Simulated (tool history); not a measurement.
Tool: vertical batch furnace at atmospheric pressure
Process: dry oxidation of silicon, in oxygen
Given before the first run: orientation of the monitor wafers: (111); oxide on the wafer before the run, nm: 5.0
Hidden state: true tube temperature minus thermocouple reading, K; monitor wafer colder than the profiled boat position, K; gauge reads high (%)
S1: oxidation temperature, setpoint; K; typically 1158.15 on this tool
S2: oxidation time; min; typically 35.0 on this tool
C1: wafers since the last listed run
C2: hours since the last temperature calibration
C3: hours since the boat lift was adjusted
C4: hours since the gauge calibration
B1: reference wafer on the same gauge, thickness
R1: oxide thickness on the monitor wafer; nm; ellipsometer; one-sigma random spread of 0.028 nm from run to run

Run 1, hour 0.0: usual settings but S1 1176.15 K, S2 39.5 min; C1 0; C2 2063.1; C3 2651.7; C4 146.0; B1 19.50. Result: R1 24.30 nm.
Run 2, hour 19.6: usual settings; C1 154; C2 2082.7; C3 2671.3; C4 165.6; B1 19.49. Result: R1 19.19 nm.
Run 3, hour 39.1: usual settings; C1 153; C2 2102.2; C3 2690.8; C4 185.1; B1 19.50. Result: R1 19.19 nm.
Run 4, hour 48.8: usual settings; C1 76; C2 2111.9; C3 2700.5; C4 194.8; B1 19.51. Result: R1 19.23 nm.
Run 5, hour 65.2: usual settings; C1 129; C2 2128.3; C3 2716.9; C4 211.2; B1 19.50. Result: R1 19.20 nm.
Run 6, hour 85.8: usual settings; C1 162; C2 2148.9; C3 2737.5; C4 231.8; B1 19.50. Result: R1 19.17 nm.
Run 7, hour 97.0: usual settings but S1 1164.15 K, S2 23.0 min; C1 88; C2 2160.1; C3 2748.7; C4 243.0; B1 19.50. Result: R1 15.86 nm.
At hour 126.7: thermocouples replaced and temperature profile calibrated.
Run 8, hour 127.4: usual settings but S1 1164.15 K, S2 23.0 min; C1 50; C2 0.7; C3 2779.1; C4 273.4; B1 19.50. Result: R1 15.17 nm.
At hour 138.3: gauge calibrated.
Run 9, hour 146.6: usual settings; C1 151; C2 19.9; C3 2798.3; C4 8.3; B1 19.49. Result: R1 18.38 nm.
Run 10, hour 156.3: usual settings; C1 76; C2 29.6; C3 2808.0; C4 18.0; B1 19.50. Result: R1 18.43 nm.
Run 11, hour 163.2: usual settings but S1 1166.15 K; C1 54; C2 36.5; C3 2814.9; C4 24.9; B1 19.50. Result: R1 19.79 nm.
Run 12, hour 177.9: usual settings but S1 1166.15 K; C1 115; C2 51.2; C3 2829.6; C4 39.6; B1 19.49. Result: R1 19.79 nm.
Run 13, hour 191.6: usual settings but S1 1140.15 K; C1 107; C2 64.9; C3 2843.3; C4 53.3; B1 19.50. Result: R1 15.70 nm.
Run 14, hour 206.1: usual settings but S1 1140.15 K; C1 114; C2 79.4; C3 2857.8; C4 67.8; B1 19.50. Result: R1 15.72 nm.
Run 15, hour 222.7: usual settings but S1 1135.15 K, S2 41.5 min; C1 130; C2 96.0; C3 2874.4; C4 84.4; B1 19.50. Result: R1 16.58 nm.
Run 16, hour 243.1: usual settings but S1 1170.15 K, S2 20.5 min; C1 160; C2 116.4; C3 2894.8; C4 104.8; B1 19.50. Result: R1 15.08 nm.

What will run 17 give?
Run 17, hour 258.4: usual settings but S1 1140.15 K, S2 23.0 min; C1 120; C2 131.7; C3 2910.1; C4 120.1; B1 ?. Result: R1 ?.

{"run 17": {"B1": 19.5, "R1": 12.49}}
With the hidden condition absent and the run-to-run variation left alone, this run would have shown R1 12.40 nm.

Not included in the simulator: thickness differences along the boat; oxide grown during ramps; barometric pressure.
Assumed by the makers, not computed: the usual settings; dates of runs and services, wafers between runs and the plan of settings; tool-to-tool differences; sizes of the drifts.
